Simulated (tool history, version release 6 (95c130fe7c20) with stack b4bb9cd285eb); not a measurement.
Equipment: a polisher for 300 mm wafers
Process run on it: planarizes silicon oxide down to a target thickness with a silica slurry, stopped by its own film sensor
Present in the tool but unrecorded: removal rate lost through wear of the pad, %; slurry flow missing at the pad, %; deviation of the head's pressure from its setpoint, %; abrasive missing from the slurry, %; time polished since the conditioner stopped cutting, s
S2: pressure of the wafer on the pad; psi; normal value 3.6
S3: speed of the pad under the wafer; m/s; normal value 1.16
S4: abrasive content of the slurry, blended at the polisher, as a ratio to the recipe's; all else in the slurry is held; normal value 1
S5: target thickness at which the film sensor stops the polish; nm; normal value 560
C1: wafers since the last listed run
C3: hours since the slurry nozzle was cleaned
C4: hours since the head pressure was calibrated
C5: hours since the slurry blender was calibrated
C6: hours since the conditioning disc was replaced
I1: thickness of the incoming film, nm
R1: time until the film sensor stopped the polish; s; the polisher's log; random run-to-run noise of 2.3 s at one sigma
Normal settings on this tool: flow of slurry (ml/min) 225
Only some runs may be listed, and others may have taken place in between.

Run 1, day 0: usual settings; C1 0; wafers polished on this pad 491; C3 120.1; C4 118.2; C5 114.5; C6 123.5; I1 985.6. Result: R1 131.7 s.
At day 4.188: worn pad replaced by a new one.
At day 7.288: head pressure recalibrated.
Run 2, day 7.996: usual settings; C1 1369; wafers polished on this pad 658; C3 312; C4 17; C5 306.4; C6 315.4; I1 972.8. Result: R1 133.4 s.
Run 3, day 10.012: usual settings but S3 1.32 m/s; C1 356; wafers polished on this pad 1015; C3 360.4; C4 65.4; C5 354.8; C6 363.8; I1 990.7. Result: R1 130.5 s.
At day 11.917: worn pad replaced by a new one.
At day 12.488: slurry blender recalibrated.
Run 4, day 12.546: usual settings but S3 1.32 m/s; C1 403; wafers polished on this pad 96; C3 421.2; C4 126.2; C5 1.4; C6 424.6; I1 997. Result: R1 122.3 s.
At day 12.888: conditioning disc replaced and pad reconditioned.
At day 13.283: slurry nozzle cleaned.
Run 5, day 14.717: usual settings but S3 1.32 m/s; C1 361; wafers polished on this pad 458; C3 34.4; C4 178.3; C5 53.5; C6 43.9; I1 998.4. Result: R1 122.8 s.
Run 6, day 17.117: usual settings but S3 1.46 m/s; C1 424; wafers polished on this pad 882; C3 92; C4 235.9; C5 111.1; C6 101.5; I1 987.9. Result: R1 112.9 s.
At day 19.221: head pressure recalibrated.
Run 7, day 19.992: usual settings but S3 1.46 m/s; C1 493; wafers polished on this pad 1375; C3 161; C4 18.5; C5 180.1; C6 170.5; I1 984.3. Result: R1 107.1 s.
At day 20.271: worn pad replaced by a new one.
Run 8, day 22.825: usual settings but S3 1.46 m/s; C1 471; wafers polished on this pad 451; C3 229; C4 86.5; C5 248.1; C6 238.5; I1 1001.7. Result: R1 118.1 s.
Run 9, day 24.854: usual settings; C1 358; wafers polished on this pad 810; C3 277.7; C4 135.2; C5 296.8; C6 287.2; I1 1010.2. Result: R1 147.8 s.
Run 10, day 25.867: usual settings; C1 178; wafers polished on this pad 989; C3 302; C4 159.5; C5 321.1; C6 311.5; I1 984.1. Result: R1 140.8 s.
Run 11, day 28.488: usual settings; C1 463; wafers polished on this pad 1452; C3 364.9; C4 222.4; C5 384; C6 374.4; I1 976.9. Result: R1 145 s.
At day 29.092: slurry blender recalibrated.
At day 29.238: worn pad replaced by a new one.
Run 12, day 29.575: usual settings but flow of slurry (ml/min) 260, S2 3.1 psi, S3 1.56 m/s; C1 151; wafers polished on this pad 59; C3 391; C4 248.5; C5 11.6; C6 400.5; I1 987.9. Result: R1 116.9 s.
At day 29.679: slurry nozzle cleaned.
At day 30.758: conditioning disc replaced and pad reconditioned.
Run 13, day 31.258: usual settings but S5 696 nm; C1 275; wafers polished on this pad 334; C3 37.9; C4 288.9; C5 52; C6 12; I1 989.6. Result: R1 90.2 s.
Run 14, day 33.671: usual settings but S2 4.6 psi, S3 1.26 m/s; C1 426; wafers polished on this pad 761; C3 95.8; C4 346.8; C5 109.9; C6 69.9; I1 1001.2. Result: R1 107 s.
At day 34.067: head pressure recalibrated.
Run 15, day 36.283: usual settings but flow of slurry (ml/min) 175, S2 4.1 psi, S4 0.7, S5 457 nm; C1 447; wafers polished on this pad 1208; C3 158.5; C4 53.2; C5 172.6; C6 132.6; I1 984. Result: R1 193.5 s.
At day 37.104: worn pad replaced by a new one.
Run 16, day 37.571: usual settings but S4 0.75; C1 198; wafers polished on this pad 82; C3 189.4; C4 84.1; C5 203.5; C6 163.5; I1 995.4. Result: R1 160.6 s.
Run 17, day 39.321: usual settings but flow of slurry (ml/min) 180, S2 4.8 psi, S3 1.04 m/s, S4 1.15; C1 309; wafers polished on this pad 391; C3 231.4; C4 126.1; C5 245.5; C6 205.5; I1 996.3. Result: R1 119 s.
Run 18, day 40.604: usual settings but S2 4.4 psi, S3 1.54 m/s, S4 1.1, S5 496 nm; C1 226; wafers polished on this pad 618; C3 262.2; C4 156.9; C5 276.3; C6 236.3; I1 991.2. Result: R1 105 s.

Per-run results on a tool with no hidden state, each run keeping its own random variation:
run     R1
  1  130.2
  2  124.9
  3  119.2
  4  121.6
  5  121.9
  6  111.4
  7  104.4
  8  112.8
  9  138.7
 10  130.6
 11  129.8
 12  116.2
 13   89.5
 14  105.6
 15  187.9
 16  154.7
 17  114.1
 18   99.6
